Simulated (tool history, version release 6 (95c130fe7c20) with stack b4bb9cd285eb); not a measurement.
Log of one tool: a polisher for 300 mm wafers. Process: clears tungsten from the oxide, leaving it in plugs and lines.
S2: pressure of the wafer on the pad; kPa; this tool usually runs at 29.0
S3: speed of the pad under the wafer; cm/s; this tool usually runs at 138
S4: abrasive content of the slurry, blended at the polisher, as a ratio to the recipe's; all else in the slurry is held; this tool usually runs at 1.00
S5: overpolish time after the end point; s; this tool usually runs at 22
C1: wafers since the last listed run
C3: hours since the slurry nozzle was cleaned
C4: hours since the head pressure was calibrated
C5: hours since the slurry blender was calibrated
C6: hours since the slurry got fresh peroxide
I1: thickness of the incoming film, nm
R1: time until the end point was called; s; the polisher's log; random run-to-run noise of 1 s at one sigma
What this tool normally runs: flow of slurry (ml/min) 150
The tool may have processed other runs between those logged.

Run 1, hour 0.0: usual settings; C1 0; wafers polished on this pad 61; C3 617.6; C4 551.8; C5 73.5; C6 34.0; I1 554.1. Result: R1 73.6 s.
Run 2, hour 17.5: usual settings; C1 211; wafers polished on this pad 272; C3 635.1; C4 569.3; C5 91.0; C6 51.5; I1 555.4. Result: R1 72.9 s.
Run 3, hour 27.7: usual settings but S2 35.2 kPa; C1 122; wafers polished on this pad 395; C3 645.3; C4 579.5; C5 101.2; C6 61.7; I1 569.2. Result: R1 61.8 s.
Run 4, hour 33.8: usual settings but S4 1.20; C1 73; wafers polished on this pad 469; C3 651.4; C4 585.6; C5 107.3; C6 67.8; I1 555.2. Result: R1 69.6 s.
Run 5, hour 39.8: usual settings but S4 1.20; C1 72; wafers polished on this pad 541; C3 657.4; C4 591.6; C5 113.3; C6 73.8; I1 561.3. Result: R1 70.2 s.
Run 6, hour 55.2: usual settings but S4 1.20; C1 185; wafers polished on this pad 727; C3 672.8; C4 607.0; C5 128.7; C6 89.2; I1 565.5. Result: R1 71.1 s.
Run 7, hour 61.8: usual settings but S3 176 cm/s; C1 79; wafers polished on this pad 806; C3 679.4; C4 613.6; C5 135.3; C6 95.8; I1 565.0. Result: R1 57.9 s.
At hour 65.7: slurry tank refilled with fresh slurry and peroxide.
Run 8, hour 68.3: usual settings but S3 176 cm/s; C1 66; wafers polished on this pad 873; C3 685.9; C4 620.1; C5 141.8; C6 2.6; I1 561.7. Result: R1 58.1 s.
Run 9, hour 74.8: usual settings but S3 176 cm/s; C1 78; wafers polished on this pad 951; C3 692.4; C4 626.6; C5 148.3; C6 9.1; I1 564.0. Result: R1 58.1 s.
Run 10, hour 85.9: usual settings; C1 133; wafers polished on this pad 1085; C3 703.5; C4 637.7; C5 159.4; C6 20.2; I1 560.5. Result: R1 73.2 s.
Run 11, hour 94.8: usual settings; C1 107; wafers polished on this pad 1192; C3 712.4; C4 646.6; C5 168.3; C6 29.1; I1 561.5. Result: R1 73.7 s.
At hour 98.9: worn pad replaced by a new one.
Run 12, hour 104.6: usual settings; C1 69; wafers polished on this pad 68; C3 722.2; C4 656.4; C5 178.1; C6 38.9; I1 551.0. Result: R1 72.5 s.
Run 13, hour 112.8: usual settings but flow of slurry (ml/min) 200, S2 24.1 kPa, S3 96 cm/s, S5 34 s; C1 98; wafers polished on this pad 167; C3 730.4; C4 664.6; C5 186.3; C6 47.1; I1 561.7. Result: R1 122.6 s.
At hour 117.8: slurry blender recalibrated.
Run 14, hour 125.8: usual settings but S4 1.20; C1 132; wafers polished on this pad 299; C3 743.4; C4 677.6; C5 8.0; C6 60.1; I1 550.5. Result: R1 69.8 s.
At hour 133.8: slurry nozzle cleaned.
At hour 134.7: head pressure recalibrated.
Run 15, hour 135.8: usual settings but flow of slurry (ml/min) 165, S2 37.2 kPa; C1 97; wafers polished on this pad 396; C3 2.0; C4 1.1; C5 18.0; C6 70.1; I1 559.5. Result: R1 61.8 s.
Run 16, hour 143.3: usual settings but flow of slurry (ml/min) 185, S2 22.1 kPa, S4 1.20, S5 30 s; C1 90; wafers polished on this pad 487; C3 9.5; C4 8.6; C5 25.5; C6 77.6; I1 567.0. Result: R1 99.4 s.
Run 17, hour 156.5: usual settings; C1 159; wafers polished on this pad 646; C3 22.7; C4 21.8; C5 38.7; C6 90.8; I1 571.9. Result: R1 81.2 s.
At hour 160.1: slurry tank refilled with fresh slurry and peroxide.
Run 18, hour 166.2: usual settings but flow of slurry (ml/min) 135; C1 104; wafers polished on this pad 751; C3 32.4; C4 31.5; C5 48.4; C6 6.1; I1 549.8. Result: R1 79.4 s.
Run 19, hour 184.1: usual settings but flow of slurry (ml/min) 125, S3 152 cm/s, S4 1.10; C1 215; wafers polished on this pad 967; C3 50.3; C4 49.4; C5 66.3; C6 24.0; I1 552.9. Result: R1 71.2 s.
At hour 196.8: worn pad replaced by a new one.
Run 20, hour 197.3: usual settings but flow of slurry (ml/min) 130; C1 110; wafers polished on this pad 5; C3 63.5; C4 62.6; C5 79.5; C6 37.2; I1 564.4. Result: R1 81.0 s.
Run 21, hour 203.7: usual settings; C1 77; wafers polished on this pad 82; C3 69.9; C4 69.0; C5 85.9; C6 43.6; I1 560.2. Result: R1 76.9 s.
Run 22, hour 216.2: usual settings but flow of slurry (ml/min) 135, S3 162 cm/s; C1 150; wafers polished on this pad 233; C3 82.4; C4 81.5; C5 98.4; C6 56.1; I1 565.4. Result: R1 67.7 s.
Run 23, hour 224.9: usual settings but flow of slurry (ml/min) 135, S2 20.7 kPa; C1 104; wafers polished on this pad 338; C3 91.1; C4 90.2; C5 107.1; C6 64.8; I1 563.3. Result: R1 110.4 s.
Run 24, hour 234.2: usual settings but flow of slurry (ml/min) 190, S4 0.75; C1 112; wafers polished on this pad 450; C3 100.4; C4 99.5; C5 116.4; C6 74.1; I1 560.6. Result: R1 78.1 s.
At hour 244.9: slurry tank refilled with fresh slurry and peroxide.
Run 25, hour 245.4: usual settings but flow of slurry (ml/min) 110, S3 184 cm/s, S4 0.85; C1 122; wafers polished on this pad 573; C3 111.6; C4 110.7; C5 127.6; C6 0.5; I1 554.2. Result: R1 61.8 s.
Run 26, hour 261.1: usual settings but S2 31.7 kPa, S5 31 s; C1 189; wafers polished on this pad 762; C3 127.3; C4 126.4; C5 143.3; C6 16.2; I1 559.0. Result: R1 69.8 s.

Measured less the same run without the tool's hidden state. The same run-to-run variation is in both; the gauge's scatter may not be:
What the log doesn't record here: removal rate lost through wear of the pad, %; slurry flow missing at the pad, %; deviation of the head's pressure from its setpoint, %; abrasive missing from the slurry, %; peroxide lost from the slurry, %.
run     R1
  1   -6.8
  2   -6.8
  3   -5.8
  4   -6.5
  5   -6.6
  6   -6.7
  7   -5.5
  8   -5.5
  9   -5.5
 10   -7.0
 11   -7.0
 12   -6.9
 13  -11.8
 14   -6.8
 15   +0.0
 16   -0.5
 17   -1.0
 18   -1.3
 19   -1.9
 20   -2.6
 21   -2.6
 22   -2.6
 23   -4.8
 24   -3.6
 25   -3.1
 26   -3.9
